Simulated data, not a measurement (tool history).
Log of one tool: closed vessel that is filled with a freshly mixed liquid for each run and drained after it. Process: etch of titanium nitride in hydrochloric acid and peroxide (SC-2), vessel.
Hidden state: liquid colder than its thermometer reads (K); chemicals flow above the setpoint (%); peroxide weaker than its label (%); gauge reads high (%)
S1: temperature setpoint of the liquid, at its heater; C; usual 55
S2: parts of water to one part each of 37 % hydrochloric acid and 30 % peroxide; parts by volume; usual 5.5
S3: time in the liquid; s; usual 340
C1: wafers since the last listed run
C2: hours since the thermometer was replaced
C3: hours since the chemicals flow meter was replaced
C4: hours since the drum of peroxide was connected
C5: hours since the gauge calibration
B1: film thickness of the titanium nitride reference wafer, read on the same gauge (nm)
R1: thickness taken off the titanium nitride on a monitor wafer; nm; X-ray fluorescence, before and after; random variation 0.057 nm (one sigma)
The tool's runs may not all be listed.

| run | hour | S1 | S2 | S3 | C1 | C2 | C3 | C4 | C5 | B1 | R1 |
|---|---|---|---|---|---|---|---|---|---|---|---|
| 1 | 0 | 55 | 5.5 | 340 | 0 | 661.8 | 1256.7 | 792.9 | 269 | 149.94 | 15.67 |
| 2 | 53.1 | 55 | 4.5 | 485 | 5739 | 714.9 | 1309.8 | 846 | 322.1 | 150.04 | 25.47 |
| 3 | 220.1 | 55 | 5.5 | 340 | 18049 | 881.9 | 1476.8 | 1013 | 489.1 | 150.02 | 15.67 |
| 4 | 276 | 55 | 5.5 | 340 | 6041 | 937.8 | 1532.7 | 1068.9 | 545 | 149.97 | 15.63 |
| 5 | 328 | 55 | 5.5 | 340 | 5620 | 989.8 | 1584.7 | 1120.9 | 597 | 150.01 | 15.55 |
|  | 330.6 | chemicals flow meter replaced |
| 6 | 365.2 | 55 | 5.5 | 340 | 3912 | 1027 | 34.6 | 1158.1 | 634.2 | 150 | 14.79 |
| 7 | 394.4 | 55 | 5.5 | 340 | 3155 | 1056.2 | 63.8 | 1187.3 | 663.4 | 150 | 14.75 |
| 8 | 456.4 | 55 | 5.5 | 340 | 6700 | 1118.2 | 125.8 | 1249.3 | 725.4 | 150.03 | 14.75 |
|  | 460.4 | gauge calibrated |
| 9 | 489.4 | 55 | 5.5 | 340 | 3566 | 1151.2 | 158.8 | 1282.3 | 29 | 150.01 | 14.77 |
| 10 | 527.6 | 62 | 4 | 490 | 4128 | 1189.4 | 197 | 1320.5 | 67.2 | 150.01 | 41.46 |
| 11 | 556.7 | 55 | 4.5 | 265 | 3145 | 1218.5 | 226.1 | 1349.6 | 96.3 | 150.01 | 13.23 |
| 12 | 593.3 | 55 | 4.5 | 265 | 3955 | 1255.1 | 262.7 | 1386.2 | 132.9 | 150.02 | 13.32 |
|  | 624 | new drum of peroxide connected |
| 13 | 626.4 | 64 | 8 | 405 | 3469 | 1288.2 | 295.8 | 2.4 | 166 | 150 | 24.54 |
| 14 | 681.2 | 64.5 | 5.5 | 340 | 5922 | 1343 | 350.6 | 57.2 | 220.8 | 150.03 | 28.27 |
|  | 744.7 | thermometer replaced |
| 15 | 840.3 | 55 | 5.5 | 235 | 17087 | 95.6 | 509.7 | 216.3 | 379.9 | 150.03 | 10.76 |
| 16 | 897.4 | 63.5 | 4 | 500 | 6171 | 152.7 | 566.8 | 273.4 | 437 | 149.95 | 48.72 |
| 17 | 967.8 | 59 | 7.5 | 340 | 7608 | 223.1 | 637.2 | 343.8 | 507.4 | 150.02 | 15.92 |

4 ways to go on from here, each from the tool as it stands after run 17. What would each give?
| A | 968.5 | 49 | 5.5 | 340 | 75 | 223.8 | 637.9 | 344.5 | 508.1 | ? | ? |
| B | 968.5 | 52 | 4 | 340 | 75 | 223.8 | 637.9 | 344.5 | 508.1 | ? | ? |
| C | 968.5 | 55 | 5.5 | 530 | 75 | 223.8 | 637.9 | 344.5 | 508.1 | ? | ? |
| D | 968.5 | 62 | 5.5 | 500 | 75 | 223.8 | 637.9 | 344.5 | 508.1 | ? | ? |

| run | B1 | R1 |
|---|---|---|
| A | 150.01 | 10.51 |
| B | 150.01 | 16 |
| C | 150.01 | 24.32 |
| D | 150.01 | 35.73 |
Without the tool's hidden state the same runs would have given:
| run | R1 |
|---|---|
| A | 10.33 |
| B | 15.76 |
| C | 23.9 |
| D | 35.12 |

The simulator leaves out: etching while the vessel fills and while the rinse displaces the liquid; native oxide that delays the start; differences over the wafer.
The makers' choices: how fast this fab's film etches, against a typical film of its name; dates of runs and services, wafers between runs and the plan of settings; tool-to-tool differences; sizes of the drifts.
